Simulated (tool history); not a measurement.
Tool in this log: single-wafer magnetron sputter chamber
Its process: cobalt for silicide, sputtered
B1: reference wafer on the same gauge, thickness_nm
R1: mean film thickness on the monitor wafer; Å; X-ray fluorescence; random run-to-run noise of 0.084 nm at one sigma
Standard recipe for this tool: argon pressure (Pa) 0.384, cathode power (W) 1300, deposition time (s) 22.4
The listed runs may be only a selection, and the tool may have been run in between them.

run 1 hour=0 | argon_pressure_(Pa)=0.384 cathode_power_(W)=1300 deposition_time_(s)=22.4 | B1=18.596 | R1=148.81
run 2 hour=12.1 | argon_pressure_(Pa)=0.384 cathode_power_(W)=1300 deposition_time_(s)=22.4 | B1=18.58 | R1=147.98
run 3 hour=24.7 | argon_pressure_(Pa)=0.384 cathode_power_(W)=1300 deposition_time_(s)=22.4 | B1=18.586 | R1=148.04
run 4 hour=33 | argon_pressure_(Pa)=0.384 cathode_power_(W)=1300 deposition_time_(s)=22.4 | B1=18.609 | R1=147.91
run 5 hour=45 | argon_pressure_(Pa)=0.384 cathode_power_(W)=1300 deposition_time_(s)=22.4 | B1=18.598 | R1=147.17
run 6 hour=62.4 | argon_pressure_(Pa)=0.384 cathode_power_(W)=1300 deposition_time_(s)=22.4 | B1=18.587 | R1=147.65
run 7 hour=75.7 | argon_pressure_(Pa)=0.425 cathode_power_(W)=1300 deposition_time_(s)=22.4 | B1=18.616 | R1=144.88
run 8 hour=91.3 | argon_pressure_(Pa)=0.425 cathode_power_(W)=1300 deposition_time_(s)=22.4 | B1=18.582 | R1=145.81
run 9 hour=106.9 | argon_pressure_(Pa)=0.384 cathode_power_(W)=1300 deposition_time_(s)=22.4 | B1=18.571 | R1=147.53
-- hour=118.7 sputter target and shields replaced
-- hour=126.2 magnet pack replaced
-- hour=128.3 capacitance manometer re-zeroed and calibrated
run 10 hour=128.8 | argon_pressure_(Pa)=0.324 cathode_power_(W)=1300 deposition_time_(s)=22.4 | B1=18.585 | R1=160.51
run 11 hour=129.3 | argon_pressure_(Pa)=0.384 cathode_power_(W)=1300 deposition_time_(s)=22.4 | B1=18.591 | R1=157.23
-- hour=137.5 gauge calibrated
run 12 hour=140.5 | argon_pressure_(Pa)=0.231 cathode_power_(W)=1150 deposition_time_(s)=25.4 | B1=18.605 | R1=172.88
run 13 hour=157.9 | argon_pressure_(Pa)=0.305 cathode_power_(W)=1050 deposition_time_(s)=17.9 | B1=18.593 | R1=111.56
run 14 hour=169.7 | argon_pressure_(Pa)=0.384 cathode_power_(W)=1100 deposition_time_(s)=26.3 | B1=18.607 | R1=160.7
run 15 hour=186.9 | argon_pressure_(Pa)=0.384 cathode_power_(W)=1300 deposition_time_(s)=22.4 | B1=18.632 | R1=152.42
run 16 hour=203.3 | argon_pressure_(Pa)=0.384 cathode_power_(W)=1300 deposition_time_(s)=22.4 | B1=18.588 | R1=152.73
run 17 hour=216.9 | argon_pressure_(Pa)=0.469 cathode_power_(W)=1300 deposition_time_(s)=19 | B1=18.594 | R1=124.67
run 18 hour=227 | argon_pressure_(Pa)=0.305 cathode_power_(W)=1050 deposition_time_(s)=17.9 | B1=18.604 | R1=109.26
run 19 hour=243.7 | argon_pressure_(Pa)=0.234 cathode_power_(W)=1200 deposition_time_(s)=20.2 | B1=18.609 | R1=136.15

Here are 3 independent what-if runs from the current tool condition. What would each one return?
run A hour=244.1 | argon_pressure_(Pa)=0.384 cathode_power_(W)=1000 deposition_time_(s)=22.4 | B1=? | R1=?
run B hour=244.1 | argon_pressure_(Pa)=0.302 cathode_power_(W)=1000 deposition_time_(s)=20.9 | B1=? | R1=?
run C hour=244.1 | argon_pressure_(Pa)=0.29 cathode_power_(W)=1300 deposition_time_(s)=25.9 | B1=? | R1=?

run=A B1=18.625 R1=125.3
run=B B1=18.625 R1=121.4
run=C B1=18.625 R1=180.75
Stripped of hidden state, with their random variation kept, the same runs would have yielded:
run=A R1=130.57
run=B R1=126.51
run=C R1=188.36
